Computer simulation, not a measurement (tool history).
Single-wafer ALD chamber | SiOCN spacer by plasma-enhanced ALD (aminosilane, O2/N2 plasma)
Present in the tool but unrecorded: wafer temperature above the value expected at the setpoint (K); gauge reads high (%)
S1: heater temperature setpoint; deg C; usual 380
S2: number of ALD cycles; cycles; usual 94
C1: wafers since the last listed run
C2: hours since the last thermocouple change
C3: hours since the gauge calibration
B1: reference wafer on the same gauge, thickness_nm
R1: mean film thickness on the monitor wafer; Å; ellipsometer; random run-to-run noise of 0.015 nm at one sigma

{"run": 1, "hour": 0.0, "S1": 391, "S2": 94, "C1": 0, "C2": 550.3, "C3": 255, "B1": 5.922, "R1": 58.78}
{"run": 2, "hour": 34.3, "S1": 391, "S2": 94, "C1": 91, "C2": 584.6, "C3": 289.3, "B1": 5.93, "R1": 58.83}
{"run": 3, "hour": 46.4, "S1": 380, "S2": 94, "C1": 32, "C2": 596.7, "C3": 301.4, "B1": 5.927, "R1": 58.92}
{"run": 4, "hour": 74.1, "S1": 380, "S2": 94, "C1": 73, "C2": 624.4, "C3": 329.1, "B1": 5.932, "R1": 58.87}
{"run": 5, "hour": 93.4, "S1": 380, "S2": 94, "C1": 51, "C2": 643.7, "C3": 348.4, "B1": 5.934, "R1": 58.91}
{"run": 6, "hour": 114.3, "S1": 380, "S2": 94, "C1": 55, "C2": 664.6, "C3": 369.3, "B1": 5.933, "R1": 58.94}
{"run": 7, "hour": 143.3, "S1": 380, "S2": 94, "C1": 77, "C2": 693.6, "C3": 398.3, "B1": 5.936, "R1": 59}
{"run": 8, "hour": 157.9, "S1": 380, "S2": 94, "C1": 38, "C2": 708.2, "C3": 412.9, "B1": 5.945, "R1": 58.9}
{"run": 9, "hour": 180.7, "S1": 371, "S2": 99, "C1": 60, "C2": 731, "C3": 435.7, "B1": 5.941, "R1": 62.18}
{"run": 10, "hour": 200.0, "S1": 371, "S2": 99, "C1": 51, "C2": 750.3, "C3": 455, "B1": 5.945, "R1": 62.55}
{"run": 11, "hour": 232.7, "S1": 370, "S2": 94, "C1": 87, "C2": 783, "C3": 487.7, "B1": 5.95, "R1": 59.08}
{"run": 12, "hour": 249.5, "S1": 370, "S2": 94, "C1": 44, "C2": 799.8, "C3": 504.5, "B1": 5.944, "R1": 59.2}
{"run": 13, "hour": 270.1, "S1": 370, "S2": 94, "C1": 54, "C2": 820.4, "C3": 525.1, "B1": 5.953, "R1": 58.99}
{"run": 14, "hour": 289.6, "S1": 380, "S2": 94, "C1": 52, "C2": 839.9, "C3": 544.6, "B1": 5.956, "R1": 59.27}
{"run": 15, "hour": 319.2, "S1": 380, "S2": 94, "C1": 79, "C2": 869.5, "C3": 574.2, "B1": 5.956, "R1": 59.27}
{"run": 16, "hour": 334.8, "S1": 380, "S2": 94, "C1": 41, "C2": 885.1, "C3": 589.8, "B1": 5.958, "R1": 59.22}
{"hour": 367.4, "done": "gauge calibrated"}
{"run": 17, "hour": 369.0, "S1": 380, "S2": 94, "C1": 91, "C2": 919.3, "C3": 1.6, "B1": 5.893, "R1": 58.34}
{"run": 18, "hour": 385.3, "S1": 380, "S2": 106, "C1": 43, "C2": 935.6, "C3": 17.9, "B1": 5.891, "R1": 66.3}
{"run": 19, "hour": 419.7, "S1": 380, "S2": 94, "C1": 91, "C2": 970, "C3": 52.3, "B1": 5.896, "R1": 58.69}
{"run": 20, "hour": 432.0, "S1": 380, "S2": 94, "C1": 32, "C2": 982.3, "C3": 64.6, "B1": 5.895, "R1": 58.47}
{"run": 21, "hour": 455.2, "S1": 380, "S2": 94, "C1": 61, "C2": 1005.5, "C3": 87.8, "B1": 5.906, "R1": 58.51}
{"run": 22, "hour": 470.9, "S1": 380, "S2": 94, "C1": 41, "C2": 1021.2, "C3": 103.5, "B1": 5.908, "R1": 58.81}
{"run": 23, "hour": 505.2, "S1": 380, "S2": 82, "C1": 91, "C2": 1055.5, "C3": 137.8, "B1": 5.909, "R1": 51.35}
{"run": 24, "hour": 538.6, "S1": 375, "S2": 107, "C1": 89, "C2": 1088.9, "C3": 171.2, "B1": 5.914, "R1": 66.81}
{"run": 25, "hour": 569.2, "S1": 389, "S2": 99, "C1": 81, "C2": 1119.5, "C3": 201.8, "B1": 5.912, "R1": 61.91}
{"run": 26, "hour": 600.3, "S1": 370, "S2": 84, "C1": 83, "C2": 1150.6, "C3": 232.9, "B1": 5.924, "R1": 52.47}
{"run": 27, "hour": 632.2, "S1": 380, "S2": 94, "C1": 85, "C2": 1182.5, "C3": 264.8, "B1": 5.928, "R1": 58.87}
{"run": 28, "hour": 657.7, "S1": 380, "S2": 94, "C1": 68, "C2": 1208, "C3": 290.3, "B1": 5.927, "R1": 58.97}
{"hour": 673.9, "done": "thermocouple changed; heater temperature recalibrated"}
{"run": 29, "hour": 674.4, "S1": 380, "S2": 94, "C1": 23, "C2": 0.5, "C3": 307, "B1": 5.932, "R1": 58.65}
{"run": 30, "hour": 686.6, "S1": 380, "S2": 94, "C1": 32, "C2": 12.7, "C3": 319.2, "B1": 5.932, "R1": 58.72}
{"run": 31, "hour": 704.5, "S1": 380, "S2": 94, "C1": 47, "C2": 30.6, "C3": 337.1, "B1": 5.929, "R1": 58.77}
{"run": 32, "hour": 753.8, "S1": 380, "S2": 77, "C1": 131, "C2": 79.9, "C3": 386.4, "B1": 5.935, "R1": 48.42}
{"run": 33, "hour": 776.2, "S1": 380, "S2": 94, "C1": 59, "C2": 102.3, "C3": 408.8, "B1": 5.935, "R1": 59.19}
{"run": 34, "hour": 815.2, "S1": 380, "S2": 94, "C1": 104, "C2": 141.3, "C3": 447.8, "B1": 5.943, "R1": 58.89}
{"run": 35, "hour": 834.5, "S1": 372, "S2": 85, "C1": 51, "C2": 160.6, "C3": 467.1, "B1": 5.947, "R1": 53.25}
{"run": 36, "hour": 854.5, "S1": 371, "S2": 104, "C1": 53, "C2": 180.6, "C3": 487.1, "B1": 5.949, "R1": 65.17}
{"run": 37, "hour": 877.8, "S1": 386, "S2": 78, "C1": 62, "C2": 203.9, "C3": 510.4, "B1": 5.956, "R1": 48.95}
{"run": 38, "hour": 903.8, "S1": 380, "S2": 76, "C1": 69, "C2": 229.9, "C3": 536.4, "B1": 5.953, "R1": 47.96}
{"run": 39, "hour": 932.9, "S1": 393, "S2": 94, "C1": 77, "C2": 259, "C3": 565.5, "B1": 5.964, "R1": 59.18}
{"run": 40, "hour": 964.5, "S1": 380, "S2": 80, "C1": 84, "C2": 290.6, "C3": 597.1, "B1": 5.963, "R1": 50.68}
{"run": 41, "hour": 980.0, "S1": 368, "S2": 107, "C1": 41, "C2": 306.1, "C3": 612.6, "B1": 5.968, "R1": 67.61}
{"run": 42, "hour": 1012.5, "S1": 368, "S2": 111, "C1": 86, "C2": 338.6, "C3": 645.1, "B1": 5.971, "R1": 69.98}
{"run": 43, "hour": 1038.3, "S1": 394, "S2": 103, "C1": 68, "C2": 364.4, "C3": 670.9, "B1": 5.966, "R1": 65.08}

Some steps in R1, run to run, broken into two amounts with sign: the step expected even without the hidden condition (settings, incoming material, random variation), and the rest, left for the hidden condition together with whatever gauge scatter is not in both the measured and the hidden-condition-free result:
Run 16 -> 17: gauge calibrated. R1 -0.88 Å: hidden state -0.68, all else -0.2.
Run 23 -> 24: S1 380 -> 375, S2 82 -> 107. R1 +15.46 Å: hidden state +0.09, all else +15.37.
Run 36 -> 37: S1 371 -> 386, S2 104 -> 78. R1 -16.22 Å: hidden state -0.14, all else -16.08.
Run 38 -> 39: S1 380 -> 393, S2 76 -> 94. R1 +11.22 Å: hidden state +0.16, all else +11.06.
Run 40 -> 41: S1 380 -> 368, S2 80 -> 107. R1 +16.93 Å: hidden state +0.23, all else +16.7.

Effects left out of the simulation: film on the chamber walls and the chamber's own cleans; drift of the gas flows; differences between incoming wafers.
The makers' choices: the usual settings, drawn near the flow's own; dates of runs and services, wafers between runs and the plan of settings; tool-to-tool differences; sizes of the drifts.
